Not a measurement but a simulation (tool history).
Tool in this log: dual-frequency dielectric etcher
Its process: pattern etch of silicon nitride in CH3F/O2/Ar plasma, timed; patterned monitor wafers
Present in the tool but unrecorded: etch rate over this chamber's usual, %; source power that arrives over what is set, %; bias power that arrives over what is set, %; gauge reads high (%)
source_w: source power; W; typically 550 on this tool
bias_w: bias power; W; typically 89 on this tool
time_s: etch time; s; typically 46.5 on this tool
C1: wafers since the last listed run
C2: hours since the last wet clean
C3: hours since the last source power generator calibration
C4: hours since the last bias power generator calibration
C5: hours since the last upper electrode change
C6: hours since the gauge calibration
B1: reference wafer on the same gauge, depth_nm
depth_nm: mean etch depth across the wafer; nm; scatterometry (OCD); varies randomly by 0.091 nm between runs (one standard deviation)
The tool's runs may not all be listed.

Run 1, hour 0: usual settings but time_s 51 s; C1 0; C2 391.5; C3 1234; C4 177; C5 4530.3; C6 1324.5; B1 29.2. Result: depth_nm 39.47 nm.
Run 2, hour 37: usual settings but time_s 51 s; C1 366; C2 428.5; C3 1271; C4 214; C5 4567.3; C6 1361.5; B1 29.24. Result: depth_nm 39.54 nm.
Run 3, hour 88.4: usual settings; C1 509; C2 479.9; C3 1322.4; C4 265.4; C5 4618.7; C6 1412.9; B1 29.19. Result: depth_nm 36.35 nm.
Run 4, hour 169.9: usual settings; C1 808; C2 561.4; C3 1403.9; C4 346.9; C5 4700.2; C6 1494.4; B1 29.21. Result: depth_nm 36.13 nm.
Run 5, hour 262.2: usual settings but source_w 620 W, bias_w 100 W; C1 915; C2 653.7; C3 1496.2; C4 439.2; C5 4792.5; C6 1586.7; B1 29.21. Result: depth_nm 38.44 nm.
At hour 325.3: wet clean of the chamber.
Run 6, hour 362.2: usual settings but source_w 610 W, bias_w 75 W; C1 753; C2 36.9; C3 1596.2; C4 539.2; C5 4892.5; C6 1686.7; B1 29.21. Result: depth_nm 35.55 nm.
Run 7, hour 421.9: usual settings but bias_w 98 W, time_s 50.5 s; C1 592; C2 96.6; C3 1655.9; C4 598.9; C5 4952.2; C6 1746.4; B1 29.21. Result: depth_nm 39.55 nm.
Run 8, hour 499.5: usual settings but source_w 620 W, bias_w 100 W; C1 769; C2 174.2; C3 1733.5; C4 676.5; C5 5029.8; C6 1824; B1 29.22. Result: depth_nm 37.79 nm.
Run 9, hour 537.3: usual settings; C1 374; C2 212; C3 1771.3; C4 714.3; C5 5067.6; C6 1861.8; B1 29.17. Result: depth_nm 35.69 nm.
Run 10, hour 632.4: usual settings but source_w 460 W; C1 943; C2 307.1; C3 1866.4; C4 809.4; C5 5162.7; C6 1956.9; B1 29.24. Result: depth_nm 34.04 nm.
Run 11, hour 704.3: usual settings but time_s 57.5 s; C1 713; C2 379; C3 1938.3; C4 881.3; C5 5234.6; C6 2028.8; B1 29.22. Result: depth_nm 44.33 nm.
Run 12, hour 745.4: usual settings; C1 407; C2 420.1; C3 1979.4; C4 922.4; C5 5275.7; C6 2069.9; B1 29.22. Result: depth_nm 35.8 nm.
Run 13, hour 808.8: usual settings but source_w 620 W, bias_w 104 W, time_s 37.5 s; C1 628; C2 483.5; C3 2042.8; C4 985.8; C5 5339.1; C6 2133.3; B1 29.2. Result: depth_nm 30.96 nm.
Run 14, hour 885.7: usual settings but time_s 59 s; C1 762; C2 560.4; C3 2119.7; C4 1062.7; C5 5416; C6 2210.2; B1 29.18. Result: depth_nm 45.71 nm.
Run 15, hour 978.2: usual settings but source_w 460 W, bias_w 71 W, time_s 57.5 s; C1 917; C2 652.9; C3 2212.2; C4 1155.2; C5 5508.5; C6 2302.7; B1 29.25. Result: depth_nm 40.69 nm.
Run 16, hour 1065.6: usual settings but bias_w 82 W; C1 866; C2 740.3; C3 2299.6; C4 1242.6; C5 5595.9; C6 2390.1; B1 29.17. Result: depth_nm 35.8 nm.
At hour 1101.3: wet clean of the chamber.
Run 17, hour 1137.4: usual settings but source_w 670 W; C1 474; C2 36.1; C3 2371.4; C4 1314.4; C5 5667.7; C6 2461.9; B1 29.19. Result: depth_nm 37.75 nm.
At hour 1186.7: gauge calibrated.
At hour 1307.9: upper electrode replaced.
At hour 1383.2: source power generator calibrated.
Run 18, hour 1417: usual settings but source_w 460 W, bias_w 71 W, time_s 57.5 s; C1 2495; C2 315.7; C3 33.8; C4 1594; C5 109.1; C6 230.3; B1 29.19. Result: depth_nm 40.1 nm.
Run 19, hour 1453: usual settings; C1 357; C2 351.7; C3 69.8; C4 1630; C5 145.1; C6 266.3; B1 29.2. Result: depth_nm 35.87 nm.
Run 20, hour 1510.1: usual settings but time_s 42 s; C1 566; C2 408.8; C3 126.9; C4 1687.1; C5 202.2; C6 323.4; B1 29.18. Result: depth_nm 32.49 nm.
Run 21, hour 1546.3: usual settings but time_s 38 s; C1 359; C2 445; C3 163.1; C4 1723.3; C5 238.4; C6 359.6; B1 29.24. Result: depth_nm 29.46 nm.
Run 22, hour 1607.8: usual settings but source_w 680 W, bias_w 77 W, time_s 58.5 s; C1 609; C2 506.5; C3 224.6; C4 1784.8; C5 299.9; C6 421.1; B1 29.2. Result: depth_nm 47.13 nm.
Run 23, hour 1656.5: usual settings; C1 483; C2 555.2; C3 273.3; C4 1833.5; C5 348.6; C6 469.8; B1 29.19. Result: depth_nm 36.12 nm.
At hour 1845.7: wet clean of the chamber.
Run 24, hour 1922.5: usual settings; C1 2400; C2 76.8; C3 539.3; C4 2099.5; C5 614.6; C6 735.8; B1 29.21. Result: depth_nm 35.62 nm.
Run 25, hour 2012.3: usual settings but source_w 610 W, bias_w 76 W, time_s 50.5 s; C1 890; C2 166.6; C3 629.1; C4 2189.3; C5 704.4; C6 825.6; B1 29.19. Result: depth_nm 39.08 nm.
Run 26, hour 2064.5: usual settings but bias_w 80 W; C1 517; C2 218.8; C3 681.3; C4 2241.5; C5 756.6; C6 877.8; B1 29.21. Result: depth_nm 35.04 nm.
Run 27, hour 2100.9: usual settings but time_s 37.5 s; C1 361; C2 255.2; C3 717.7; C4 2277.9; C5 793; C6 914.2; B1 29.22. Result: depth_nm 28.86 nm.
Run 28, hour 2147.9: usual settings but source_w 600 W, bias_w 80 W, time_s 56 s; C1 466; C2 302.2; C3 764.7; C4 2324.9; C5 840; C6 961.2; B1 29.21. Result: depth_nm 43.63 nm.
Run 29, hour 2246.5: usual settings but source_w 460 W; C1 977; C2 400.8; C3 863.3; C4 2423.5; C5 938.6; C6 1059.8; B1 29.22. Result: depth_nm 34.18 nm.

Here are 5 independent what-if runs from the current tool condition. What would each one return?
Run A, hour 2246.9: usual settings but bias_w 70 W; C1 3; C2 401.2; C3 863.7; C4 2423.9; C5 939; C6 1060.2; B1 ?. Result: depth_nm ?.
Run B, hour 2246.9: usual settings but time_s 52 s; C1 3; C2 401.2; C3 863.7; C4 2423.9; C5 939; C6 1060.2; B1 ?. Result: depth_nm ?.
Run C, hour 2246.9: usual settings but bias_w 103 W, time_s 35 s; C1 3; C2 401.2; C3 863.7; C4 2423.9; C5 939; C6 1060.2; B1 ?. Result: depth_nm ?.
Run D, hour 2246.9: usual settings but source_w 630 W, time_s 36 s; C1 3; C2 401.2; C3 863.7; C4 2423.9; C5 939; C6 1060.2; B1 ?. Result: depth_nm ?.
Run E, hour 2246.9: usual settings but source_w 470 W, bias_w 73 W; C1 3; C2 401.2; C3 863.7; C4 2423.9; C5 939; C6 1060.2; B1 ?. Result: depth_nm ?.

run     B1  depth_nm
  A  29.19     34.56
  B  29.19     40.33
  C  29.19     27.94
  D  29.19     29.09
  E  29.19     33.22
Had the tool no hidden state, the same runs would have come out as:
run  depth_nm
  A     34.01
  B     39.69
  C      27.5
  D     28.63
  E     32.69
